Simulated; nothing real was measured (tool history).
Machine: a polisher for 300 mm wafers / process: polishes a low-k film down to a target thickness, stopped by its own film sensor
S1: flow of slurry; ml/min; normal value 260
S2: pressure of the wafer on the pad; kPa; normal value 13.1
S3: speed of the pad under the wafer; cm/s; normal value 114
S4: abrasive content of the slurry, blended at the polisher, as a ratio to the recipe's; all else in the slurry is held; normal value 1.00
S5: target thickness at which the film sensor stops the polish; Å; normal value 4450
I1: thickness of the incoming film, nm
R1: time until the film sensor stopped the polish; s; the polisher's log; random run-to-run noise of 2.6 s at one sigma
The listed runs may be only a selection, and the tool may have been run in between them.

run,hour,S1,S2,S3,S4,S5,I1,R1
1,0.0,260,13.1,114,1.00,4450,518.6,175.5
2,9.3,260,13.1,114,1.00,4450,504.7,139.6
3,20.6,230,13.1,114,1.00,4450,510.1,162.1
4,35.2,230,13.1,114,1.00,4450,502.4,146.2
5,48.8,230,13.1,114,1.00,4450,504.6,158.1
6,57.2,200,13.1,114,1.00,4350,509.3,196.7
7,65.0,200,13.1,114,1.00,4350,509.5,199.6
8,71.3,260,13.1,114,1.00,4450,513.6,184.9
9,84.7,285,13.1,114,1.00,4620,514.5,145.3
# hour 90.8: conditioning disc replaced and pad reconditioned
# hour 95.7: slurry blender recalibrated
10,96.2,285,13.1,114,1.00,4620,516.9,130.9
11,112.0,260,13.1,114,1.00,4450,507.5,150.7
# hour 126.3: worn pad replaced by a new one
# hour 158.7: head pressure recalibrated
# hour 159.7: slurry nozzle cleaned
12,160.2,260,13.1,140,1.00,4260,507.9,178.2
13,174.7,260,15.2,100,1.00,4450,517.5,197.0
14,183.7,260,13.1,114,1.00,4450,504.5,162.0
15,192.1,260,13.1,114,0.80,4640,500.4,111.7
# hour 203.2: slurry blender recalibrated
16,203.7,225,13.1,102,0.80,4450,511.8,188.0
17,211.5,260,13.1,114,1.15,4600,515.1,125.3
18,220.5,260,13.1,114,1.00,4450,503.8,139.3
19,273.0,345,13.1,114,1.00,4450,519.4,190.6
# hour 277.7: worn pad replaced by a new one
20,290.7,345,13.1,114,1.00,4450,511.7,176.1

Predict each of these 5 candidate next runs independently; none follows another, all start after run 20:
A,291.2,260,16.5,114,1.00,4450,515.6,?
B,291.2,260,11.7,80,1.00,4380,515.6,?
C,291.2,260,9.0,88,1.15,4660,515.6,?
D,291.2,260,13.1,144,1.00,4380,515.6,?
E,291.2,295,13.1,114,1.00,4330,515.6,?

run,R1
A,165.1
B,297.8
C,192.4
D,174.3
E,220.7
Without the tool's unlogged condition, the same runs would have read:
run,R1
A,145.0
B,261.5
C,170.2
D,153.1
E,193.8
